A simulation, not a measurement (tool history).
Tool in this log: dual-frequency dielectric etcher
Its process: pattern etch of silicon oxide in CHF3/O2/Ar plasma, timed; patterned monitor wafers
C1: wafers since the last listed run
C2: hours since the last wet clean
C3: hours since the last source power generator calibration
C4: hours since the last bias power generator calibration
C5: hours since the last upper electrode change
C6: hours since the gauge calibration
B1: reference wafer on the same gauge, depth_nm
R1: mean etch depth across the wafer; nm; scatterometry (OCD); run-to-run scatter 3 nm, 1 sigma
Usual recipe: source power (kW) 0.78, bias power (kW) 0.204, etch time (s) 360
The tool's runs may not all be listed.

{"run": 1, "hour": 0.0, "source power (kW)": 0.78, "bias power (kW)": 0.204, "etch time (s)": 360, "C1": 0, "C2": 65.2, "C3": 1498.1, "C4": 166.9, "C5": 3394.6, "C6": 3.4, "B1": 947.6, "R1": 813.4}
{"run": 2, "hour": 44.9, "source power (kW)": 0.78, "bias power (kW)": 0.204, "etch time (s)": 360, "C1": 198, "C2": 110.1, "C3": 1543, "C4": 211.8, "C5": 3439.5, "C6": 48.3, "B1": 947.5, "R1": 806.5}
{"run": 3, "hour": 94.1, "source power (kW)": 0.78, "bias power (kW)": 0.204, "etch time (s)": 360, "C1": 217, "C2": 159.3, "C3": 1592.2, "C4": 261, "C5": 3488.7, "C6": 97.5, "B1": 948.6, "R1": 805.2}
{"run": 4, "hour": 144.6, "source power (kW)": 0.78, "bias power (kW)": 0.204, "etch time (s)": 360, "C1": 223, "C2": 209.8, "C3": 1642.7, "C4": 311.5, "C5": 3539.2, "C6": 148, "B1": 947.5, "R1": 805.2}
{"run": 5, "hour": 182.4, "source power (kW)": 0.78, "bias power (kW)": 0.204, "etch time (s)": 360, "C1": 167, "C2": 247.6, "C3": 1680.5, "C4": 349.3, "C5": 3577, "C6": 185.8, "B1": 949.3, "R1": 806.1}
{"hour": 219.1, "done": "upper electrode replaced"}
{"run": 6, "hour": 220.1, "source power (kW)": 0.78, "bias power (kW)": 0.254, "etch time (s)": 394.5, "C1": 60, "C2": 285.3, "C3": 1718.2, "C4": 387, "C5": 1, "C6": 223.5, "B1": 948.5, "R1": 927.5}
{"run": 7, "hour": 284.3, "source power (kW)": 0.63, "bias power (kW)": 0.244, "etch time (s)": 360, "C1": 283, "C2": 349.5, "C3": 1782.4, "C4": 451.2, "C5": 65.2, "C6": 287.7, "B1": 948, "R1": 762}
{"run": 8, "hour": 320.2, "source power (kW)": 0.83, "bias power (kW)": 0.175, "etch time (s)": 420, "C1": 158, "C2": 385.4, "C3": 1818.3, "C4": 487.1, "C5": 101.1, "C6": 323.6, "B1": 947.9, "R1": 922.8}
{"run": 9, "hour": 390.8, "source power (kW)": 0.63, "bias power (kW)": 0.228, "etch time (s)": 434.5, "C1": 312, "C2": 456, "C3": 1888.9, "C4": 557.7, "C5": 171.7, "C6": 394.2, "B1": 948.2, "R1": 911.2}
{"hour": 453.3, "done": "wet clean of the chamber"}
{"run": 10, "hour": 453.8, "source power (kW)": 0.66, "bias power (kW)": 0.235, "etch time (s)": 253.5, "C1": 172, "C2": 0.5, "C3": 1951.9, "C4": 620.7, "C5": 234.7, "C6": 457.2, "B1": 947, "R1": 556}
{"run": 11, "hour": 495.6, "source power (kW)": 0.78, "bias power (kW)": 0.204, "etch time (s)": 261.5, "C1": 184, "C2": 42.3, "C3": 1993.7, "C4": 662.5, "C5": 276.5, "C6": 499, "B1": 947.9, "R1": 588.1}
{"run": 12, "hour": 539.5, "source power (kW)": 0.78, "bias power (kW)": 0.233, "etch time (s)": 360, "C1": 194, "C2": 86.2, "C3": 2037.6, "C4": 706.4, "C5": 320.4, "C6": 542.9, "B1": 947.1, "R1": 839.9}
{"run": 13, "hour": 571.4, "source power (kW)": 0.78, "bias power (kW)": 0.204, "etch time (s)": 360, "C1": 141, "C2": 118.1, "C3": 2069.5, "C4": 738.3, "C5": 352.3, "C6": 574.8, "B1": 947.4, "R1": 814.7}
{"run": 14, "hour": 598.3, "source power (kW)": 0.71, "bias power (kW)": 0.204, "etch time (s)": 439, "C1": 118, "C2": 145, "C3": 2096.4, "C4": 765.2, "C5": 379.2, "C6": 601.7, "B1": 948.2, "R1": 944.9}
{"run": 15, "hour": 640.9, "source power (kW)": 0.59, "bias power (kW)": 0.204, "etch time (s)": 360, "C1": 188, "C2": 187.6, "C3": 2139, "C4": 807.8, "C5": 421.8, "C6": 644.3, "B1": 949.3, "R1": 720.2}
{"run": 16, "hour": 701.5, "source power (kW)": 0.78, "bias power (kW)": 0.204, "etch time (s)": 360, "C1": 268, "C2": 248.2, "C3": 2199.6, "C4": 868.4, "C5": 482.4, "C6": 704.9, "B1": 948.9, "R1": 807.3}
{"run": 17, "hour": 730.4, "source power (kW)": 0.97, "bias power (kW)": 0.204, "etch time (s)": 360, "C1": 127, "C2": 277.1, "C3": 2228.5, "C4": 897.3, "C5": 511.3, "C6": 733.8, "B1": 947.7, "R1": 871.2}
{"run": 18, "hour": 779.0, "source power (kW)": 0.78, "bias power (kW)": 0.204, "etch time (s)": 360, "C1": 214, "C2": 325.7, "C3": 2277.1, "C4": 945.9, "C5": 559.9, "C6": 782.4, "B1": 947.2, "R1": 798.6}
{"run": 19, "hour": 818.8, "source power (kW)": 0.78, "bias power (kW)": 0.245, "etch time (s)": 360, "C1": 176, "C2": 365.5, "C3": 2316.9, "C4": 985.7, "C5": 599.7, "C6": 822.2, "B1": 946.7, "R1": 828}
{"run": 20, "hour": 857.4, "source power (kW)": 0.92, "bias power (kW)": 0.18, "etch time (s)": 428, "C1": 170, "C2": 404.1, "C3": 2355.5, "C4": 1024.3, "C5": 638.3, "C6": 860.8, "B1": 947.7, "R1": 981.2}
{"hour": 868.9, "done": "source power generator calibrated"}
{"run": 21, "hour": 902.3, "source power (kW)": 0.91, "bias power (kW)": 0.219, "etch time (s)": 265, "C1": 180, "C2": 449, "C3": 33.4, "C4": 1069.2, "C5": 683.2, "C6": 905.7, "B1": 948.7, "R1": 620}
{"hour": 1083.7, "done": "wet clean of the chamber"}
{"run": 22, "hour": 1095.8, "source power (kW)": 0.78, "bias power (kW)": 0.222, "etch time (s)": 360, "C1": 749, "C2": 12.1, "C3": 226.9, "C4": 1262.7, "C5": 876.7, "C6": 1099.2, "B1": 948.4, "R1": 818}
{"run": 23, "hour": 1141.4, "source power (kW)": 0.78, "bias power (kW)": 0.204, "etch time (s)": 360, "C1": 201, "C2": 57.7, "C3": 272.5, "C4": 1308.3, "C5": 922.3, "C6": 1144.8, "B1": 946.8, "R1": 802.2}
{"run": 24, "hour": 1205.8, "source power (kW)": 0.78, "bias power (kW)": 0.204, "etch time (s)": 261.5, "C1": 284, "C2": 122.1, "C3": 336.9, "C4": 1372.7, "C5": 986.7, "C6": 1209.2, "B1": 949, "R1": 577.7}
{"run": 25, "hour": 1251.5, "source power (kW)": 0.78, "bias power (kW)": 0.204, "etch time (s)": 360, "C1": 202, "C2": 167.8, "C3": 382.6, "C4": 1418.4, "C5": 1032.4, "C6": 1254.9, "B1": 949, "R1": 799.4}
{"run": 26, "hour": 1310.9, "source power (kW)": 0.78, "bias power (kW)": 0.204, "etch time (s)": 261.5, "C1": 262, "C2": 227.2, "C3": 442, "C4": 1477.8, "C5": 1091.8, "C6": 1314.3, "B1": 947.4, "R1": 580.2}
{"run": 27, "hour": 1344.4, "source power (kW)": 0.78, "bias power (kW)": 0.204, "etch time (s)": 360, "C1": 148, "C2": 260.7, "C3": 475.5, "C4": 1511.3, "C5": 1125.3, "C6": 1347.8, "B1": 947.1, "R1": 789.3}
{"run": 28, "hour": 1402.2, "source power (kW)": 0.86, "bias power (kW)": 0.238, "etch time (s)": 444, "C1": 255, "C2": 318.5, "C3": 533.3, "C4": 1569.1, "C5": 1183.1, "C6": 1405.6, "B1": 949.2, "R1": 1052.4}
{"run": 29, "hour": 1472.0, "source power (kW)": 0.87, "bias power (kW)": 0.204, "etch time (s)": 434, "C1": 308, "C2": 388.3, "C3": 603.1, "C4": 1638.9, "C5": 1252.9, "C6": 1475.4, "B1": 947.6, "R1": 990.6}

5 ways to go on from here, each from the tool as it stands after run 29. What would each give?
{"run": "A", "hour": 1472.5, "source power (kW)": 0.78, "bias power (kW)": 0.241, "etch time (s)": 360, "C1": 2, "C2": 388.8, "C3": 603.6, "C4": 1639.4, "C5": 1253.4, "C6": 1475.9, "B1": "?", "R1": "?"}
{"run": "B", "hour": 1472.5, "source power (kW)": 0.73, "bias power (kW)": 0.189, "etch time (s)": 441, "C1": 2, "C2": 388.8, "C3": 603.6, "C4": 1639.4, "C5": 1253.4, "C6": 1475.9, "B1": "?", "R1": "?"}
{"run": "C", "hour": 1472.5, "source power (kW)": 0.78, "bias power (kW)": 0.247, "etch time (s)": 291.5, "C1": 2, "C2": 388.8, "C3": 603.6, "C4": 1639.4, "C5": 1253.4, "C6": 1475.9, "B1": "?", "R1": "?"}
{"run": "D", "hour": 1472.5, "source power (kW)": 0.78, "bias power (kW)": 0.251, "etch time (s)": 315, "C1": 2, "C2": 388.8, "C3": 603.6, "C4": 1639.4, "C5": 1253.4, "C6": 1475.9, "B1": "?", "R1": "?"}
{"run": "E", "hour": 1472.5, "source power (kW)": 0.64, "bias power (kW)": 0.162, "etch time (s)": 329.5, "C1": 2, "C2": 388.8, "C3": 603.6, "C4": 1639.4, "C5": 1253.4, "C6": 1475.9, "B1": "?", "R1": "?"}

run=A B1=947.3 R1=819.8
run=B B1=947.3 R1=921.7
run=C B1=947.3 R1=668
run=D B1=947.3 R1=724.8
run=E B1=947.3 R1=630.1
What these runs would have given with no unlogged condition in the tool:
run=A R1=834
run=B R1=937.7
run=C R1=679.6
run=D R1=737.4
run=E R1=641
